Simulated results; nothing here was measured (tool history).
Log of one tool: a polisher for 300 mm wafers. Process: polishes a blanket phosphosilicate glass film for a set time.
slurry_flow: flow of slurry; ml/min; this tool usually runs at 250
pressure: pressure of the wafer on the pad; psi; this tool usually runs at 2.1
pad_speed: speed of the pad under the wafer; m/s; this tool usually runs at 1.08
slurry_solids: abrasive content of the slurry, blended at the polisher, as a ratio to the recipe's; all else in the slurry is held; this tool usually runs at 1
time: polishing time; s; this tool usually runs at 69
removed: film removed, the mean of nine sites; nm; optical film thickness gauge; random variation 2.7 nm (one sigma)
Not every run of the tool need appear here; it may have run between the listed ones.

run    hour  slurry_flow  pressure  pad_speed  slurry_solids  time  wafers since the last listed run  wafers polished on this pad  hours since the slurry nozzle was cleaned  hours since the head pressure was calibrated  hours since the slurry blender was calibrated  hours since the conditioning disc was replaced  incoming thickness of the incoming film, nm  removed
  1       0          250       2.1       1.08              1    69                                 0                          929                                      224.9                                         177.6                                            281                                           306.5                                       4156.4    349.1
  2    39.5          250       2.1       1.08              1    69                               386                         1315                                      264.4                                         217.1                                          320.5                                             346                                         4151    342.1
        150  -- slurry blender recalibrated
  3   152.3          250       2.1       1.08              1    69                              1083                         2398                                      377.2                                         329.9                                            2.3                                           458.8                                         4186    349.6
      156.3  -- conditioning disc replaced and pad reconditioned
  4   195.5          250       2.1       1.08              1    69                               402                         2801                                      420.4                                         373.1                                           45.5                                            39.2                                       4216.1    380.9
  5   243.9          250       2.1       1.08              1    69                               473                         3274                                      468.8                                         421.5                                           93.9                                            87.6                                       4095.3    373.6
      248.9  -- worn pad replaced by a new one
  6   286.3          250       2.1       1.08              1    69                               375                          365                                      511.2                                         463.9                                          136.3                                             130                                       4163.9    375.9
  7   313.4          250       2.1       1.08              1    69                               264                          630                                      538.3                                           491                                          163.4                                           157.1                                       4147.8    373.1
  8   362.9          250       2.1       1.08            0.8    69                               483                         1113                                      587.8                                         540.5                                          212.9                                           206.6                                       4192.8    294.1
  9   428.1          250       2.1       1.08              1    69                               637                         1751                                        653                                         605.7                                          278.1                                           271.8                                       4165.1    355.9
      439.2  -- slurry nozzle cleaned
      546.2  -- slurry blender recalibrated
      593.9  -- worn pad replaced by a new one
        610  -- conditioning disc replaced and pad reconditioned
 10   610.5          190       2.1       1.08           1.15    92                              1695                          142                                      171.3                                         788.1                                           64.3                                             0.5                                       4076.4    534.5
 11   642.1          250       2.3       1.08            1.2    69                               308                          451                                      202.9                                         819.7                                           95.9                                            32.1                                       4159.1    464.3
 12   689.9          250       2.1       1.08           1.15    69                               467                          919                                      250.7                                         867.5                                          143.7                                            79.9                                       4131.1    409.2
      724.7  -- head pressure recalibrated
 13   730.2          250       2.1       1.08              1    69                               374                         1293                                        291                                           5.5                                            184                                           120.2                                       4106.4    367.5
 14   783.4          250       2.1       1.08              1    90                               520                         1813                                      344.2                                          58.7                                          237.2                                           173.4                                       4060.2    465.6
 15     840          335       2.1       1.08              1    69                               553                         2366                                      400.8                                         115.3                                          293.8                                             230                                       4214.2    356.7
 16   870.5          250       2.1       1.08              1    69                               298                         2664                                      431.3                                         145.8                                          324.3                                           260.5                                       4151.1    346.3
      916.9  -- slurry blender recalibrated
 17   922.5          250       2.1       1.08              1    69                               488                         3153                                      483.3                                         197.8                                            5.6                                           312.5                                       4166.8    362.4
      950.7  -- worn pad replaced by a new one
 18   951.2          280       2.1       1.08              1    69                               241                            4                                        512                                         226.5                                           34.3                                           341.2                                       4165.9    364.5
     1004.2  -- slurry nozzle cleaned
 19  1014.9          215       1.8       1.08            1.1    69                               612                          617                                       10.7                                         290.2                                             98                                           404.9                                       4137.9    325.2
 20  1047.1          250       2.1       1.08              1    69                               314                          932                                       42.9                                         322.4                                          130.2                                           437.1                                       4151.3    354.3
     1069.5  -- conditioning disc replaced and pad reconditioned
 21  1116.4          250       2.1       1.08              1    78                               657                         1590                                      112.2                                         391.7                                          199.5                                            46.9                                         4212    424.6
 22  1147.5          250       2.1       1.08              1    69                               304                         1894                                      143.3                                         422.8                                          230.6                                              78                                       4098.4    367.1
 23  1189.1          250       1.9       0.84            0.7    93                               406                         2300                                      184.9                                         464.4                                          272.2                                           119.6                                       4215.6    243.5
 24  1223.6          250       2.1       1.08           0.75    69                               337                         2638                                      219.4                                         498.9                                          306.7                                           154.1                                         4156    260.6
     1268.8  -- slurry blender recalibrated
 25  1285.8          250       2.1       1.08              1    69                               588                         3226                                      281.6                                         561.1                                             17                                           216.3                                       4111.6    369.9

Branching from run 25: 4 alternative next runs. What would each branch give?
  A  1286.2          250       2.1       1.08              1    69                                 3                         3230                                        282                                         561.5                                           17.4                                           216.7                                         4151        ?
  B  1286.2          330       2.1       1.08           0.75    69                                 3                         3230                                        282                                         561.5                                           17.4                                           216.7                                         4151        ?
  C  1286.2          250       2.3       0.88              1    89                                 3                         3230                                        282                                         561.5                                           17.4                                           216.7                                         4151        ?
  D  1286.2          220       2.5       1.08            0.9    69                                 3                         3230                                        282                                         561.5                                           17.4                                           216.7                                         4151        ?

run  removed
  A    366.4
  B    278.5
  C    440.8
  D    393.5
With the hidden condition removed and each run's random variation left untouched, the same runs would have given:
run  removed
  A    378.7
  B    288.8
  C    454.7
  D    408.7
